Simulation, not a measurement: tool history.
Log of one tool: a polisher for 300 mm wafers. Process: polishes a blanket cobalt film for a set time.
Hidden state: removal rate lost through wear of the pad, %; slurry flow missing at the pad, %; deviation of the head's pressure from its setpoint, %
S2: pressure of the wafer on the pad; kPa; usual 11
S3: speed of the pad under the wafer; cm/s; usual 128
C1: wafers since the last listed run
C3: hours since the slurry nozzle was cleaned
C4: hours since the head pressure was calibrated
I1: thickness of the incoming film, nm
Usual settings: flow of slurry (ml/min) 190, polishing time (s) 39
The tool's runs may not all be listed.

run 1 hour=0 | flow_of_slurry_(ml/min)=190 S2=11 S3=128 polishing_time_(s)=39 | C1=0 wafers_polished_on_this_pad=956 C3=137.8 C4=215.1 | I1=1477.2 | film_removed_(Å)=1865
run 2 hour=51.9 | flow_of_slurry_(ml/min)=190 S2=11 S3=128 polishing_time_(s)=39 | C1=574 wafers_polished_on_this_pad=1530 C3=189.7 C4=267 | I1=1481 | film_removed_(Å)=1861
run 3 hour=127.5 | flow_of_slurry_(ml/min)=190 S2=11 S3=128 polishing_time_(s)=39 | C1=837 wafers_polished_on_this_pad=2367 C3=265.3 C4=342.6 | I1=1466.3 | film_removed_(Å)=1885
run 4 hour=223.9 | flow_of_slurry_(ml/min)=190 S2=11 S3=128 polishing_time_(s)=39 | C1=1067 wafers_polished_on_this_pad=3435 C3=361.7 C4=439 | I1=1459.2 | film_removed_(Å)=1761
-- hour=241 slurry nozzle cleaned
run 5 hour=287.8 | flow_of_slurry_(ml/min)=190 S2=11 S3=128 polishing_time_(s)=39 | C1=696 wafers_polished_on_this_pad=4131 C3=46.8 C4=502.9 | I1=1461.4 | film_removed_(Å)=1871
-- hour=323.7 worn pad replaced by a new one
run 6 hour=383.7 | flow_of_slurry_(ml/min)=190 S2=11 S3=128 polishing_time_(s)=39 | C1=1017 wafers_polished_on_this_pad=664 C3=142.7 C4=598.8 | I1=1443.5 | film_removed_(Å)=1857
run 7 hour=475.9 | flow_of_slurry_(ml/min)=190 S2=11 S3=128 polishing_time_(s)=36 | C1=1020 wafers_polished_on_this_pad=1685 C3=234.9 C4=691 | I1=1475.4 | film_removed_(Å)=1706
run 8 hour=573.6 | flow_of_slurry_(ml/min)=190 S2=11 S3=128 polishing_time_(s)=36 | C1=1081 wafers_polished_on_this_pad=2766 C3=332.6 C4=788.7 | I1=1479.4 | film_removed_(Å)=1673
run 9 hour=646.2 | flow_of_slurry_(ml/min)=190 S2=11 S3=128 polishing_time_(s)=36 | C1=803 wafers_polished_on_this_pad=3570 C3=405.2 C4=861.3 | I1=1481.3 | film_removed_(Å)=1598
-- hour=659.2 slurry nozzle cleaned
run 10 hour=683.8 | flow_of_slurry_(ml/min)=220 S2=11 S3=128 polishing_time_(s)=31 | C1=405 wafers_polished_on_this_pad=3975 C3=24.6 C4=898.9 | I1=1447 | film_removed_(Å)=1550
-- hour=742.1 worn pad replaced by a new one
run 11 hour=775.3 | flow_of_slurry_(ml/min)=220 S2=11 S3=128 polishing_time_(s)=31 | C1=968 wafers_polished_on_this_pad=367 C3=116.1 C4=990.4 | I1=1434.1 | film_removed_(Å)=1526
run 12 hour=860.4 | flow_of_slurry_(ml/min)=220 S2=11 S3=128 polishing_time_(s)=31 | C1=942 wafers_polished_on_this_pad=1309 C3=201.2 C4=1075.5 | I1=1460.9 | film_removed_(Å)=1506
-- hour=949.7 head pressure recalibrated
run 13 hour=956.9 | flow_of_slurry_(ml/min)=190 S2=11 S3=128 polishing_time_(s)=48 | C1=1046 wafers_polished_on_this_pad=2355 C3=297.7 C4=7.2 | I1=1458.8 | film_removed_(Å)=2291
-- hour=999.2 slurry nozzle cleaned
run 14 hour=1001.4 | flow_of_slurry_(ml/min)=235 S2=15.2 S3=128 polishing_time_(s)=47 | C1=481 wafers_polished_on_this_pad=2837 C3=2.2 C4=51.7 | I1=1445.6 | film_removed_(Å)=3202
run 15 hour=1064.4 | flow_of_slurry_(ml/min)=190 S2=13.1 S3=86 polishing_time_(s)=49 | C1=697 wafers_polished_on_this_pad=3534 C3=65.2 C4=114.7 | I1=1489.7 | film_removed_(Å)=1976
-- hour=1113.8 worn pad replaced by a new one
run 16 hour=1145.2 | flow_of_slurry_(ml/min)=245 S2=11 S3=128 polishing_time_(s)=48 | C1=850 wafers_polished_on_this_pad=347 C3=146 C4=195.5 | I1=1457.9 | film_removed_(Å)=2378
run 17 hour=1206.1 | flow_of_slurry_(ml/min)=230 S2=9 S3=156 polishing_time_(s)=45 | C1=674 wafers_polished_on_this_pad=1022 C3=206.9 C4=256.4 | I1=1464.4 | film_removed_(Å)=2058
run 18 hour=1255.9 | flow_of_slurry_(ml/min)=190 S2=11 S3=94 polishing_time_(s)=39 | C1=551 wafers_polished_on_this_pad=1573 C3=256.7 C4=306.2 | I1=1442.9 | film_removed_(Å)=1390
run 19 hour=1331.9 | flow_of_slurry_(ml/min)=190 S2=11 S3=128 polishing_time_(s)=39 | C1=841 wafers_polished_on_this_pad=2414 C3=332.7 C4=382.2 | I1=1458.8 | film_removed_(Å)=1803
run 20 hour=1383.8 | flow_of_slurry_(ml/min)=190 S2=11 S3=128 polishing_time_(s)=39 | C1=574 wafers_polished_on_this_pad=2989 C3=384.6 C4=434.1 | I1=1488.4 | film_removed_(Å)=1779
-- hour=1418.4 slurry nozzle cleaned
run 21 hour=1456 | flow_of_slurry_(ml/min)=225 S2=11 S3=128 polishing_time_(s)=46 | C1=788 wafers_polished_on_this_pad=3777 C3=37.6 C4=506.3 | I1=1490.3 | film_removed_(Å)=2287
-- hour=1525.7 worn pad replaced by a new one
run 22 hour=1526.2 | flow_of_slurry_(ml/min)=190 S2=11 S3=128 polishing_time_(s)=39 | C1=732 wafers_polished_on_this_pad=6 C3=107.8 C4=576.5 | I1=1443.8 | film_removed_(Å)=1869
run 23 hour=1618.7 | flow_of_slurry_(ml/min)=250 S2=12.4 S3=142 polishing_time_(s)=39 | C1=1024 wafers_polished_on_this_pad=1030 C3=200.3 C4=669 | I1=1457 | film_removed_(Å)=2330
run 24 hour=1665.5 | flow_of_slurry_(ml/min)=190 S2=11 S3=128 polishing_time_(s)=39 | C1=518 wafers_polished_on_this_pad=1548 C3=247.1 C4=715.8 | I1=1468.2 | film_removed_(Å)=1844
-- hour=1764.7 slurry nozzle cleaned
run 25 hour=1768.5 | flow_of_slurry_(ml/min)=170 S2=8.3 S3=128 polishing_time_(s)=39 | C1=1129 wafers_polished_on_this_pad=2677 C3=3.8 C4=818.8 | I1=1448.7 | film_removed_(Å)=1424
run 26 hour=1835.7 | flow_of_slurry_(ml/min)=190 S2=9.7 S3=148 polishing_time_(s)=39 | C1=744 wafers_polished_on_this_pad=3421 C3=71 C4=886 | I1=1459.7 | film_removed_(Å)=1907

5 ways to go on from here, each from the tool as it stands after run 26. What would each give?
run A hour=1836.1 | flow_of_slurry_(ml/min)=190 S2=11 S3=128 polishing_time_(s)=39 | C1=4 wafers_polished_on_this_pad=3426 C3=71.4 C4=886.4 | I1=1456.7 | film_removed_(Å)=?
run B hour=1836.1 | flow_of_slurry_(ml/min)=190 S2=15.2 S3=128 polishing_time_(s)=39 | C1=4 wafers_polished_on_this_pad=3426 C3=71.4 C4=886.4 | I1=1456.7 | film_removed_(Å)=?
run C hour=1836.1 | flow_of_slurry_(ml/min)=235 S2=13.1 S3=128 polishing_time_(s)=27 | C1=4 wafers_polished_on_this_pad=3426 C3=71.4 C4=886.4 | I1=1456.7 | film_removed_(Å)=?
run D hour=1836.1 | flow_of_slurry_(ml/min)=190 S2=13.1 S3=152 polishing_time_(s)=39 | C1=4 wafers_polished_on_this_pad=3426 C3=71.4 C4=886.4 | I1=1456.7 | film_removed_(Å)=?
run E hour=1836.1 | flow_of_slurry_(ml/min)=145 S2=8.3 S3=128 polishing_time_(s)=32 | C1=4 wafers_polished_on_this_pad=3426 C3=71.4 C4=886.4 | I1=1456.7 | film_removed_(Å)=?

run=A film_removed_(Å)=1852
run=B film_removed_(Å)=2547
run=C film_removed_(Å)=1555
run=D film_removed_(Å)=2555
run=E film_removed_(Å)=1106
Without the tool's hidden state the same runs would have given:
run=A film_removed_(Å)=1859
run=B film_removed_(Å)=2556
run=C film_removed_(Å)=1560
run=D film_removed_(Å)=2564
run=E film_removed_(Å)=1111
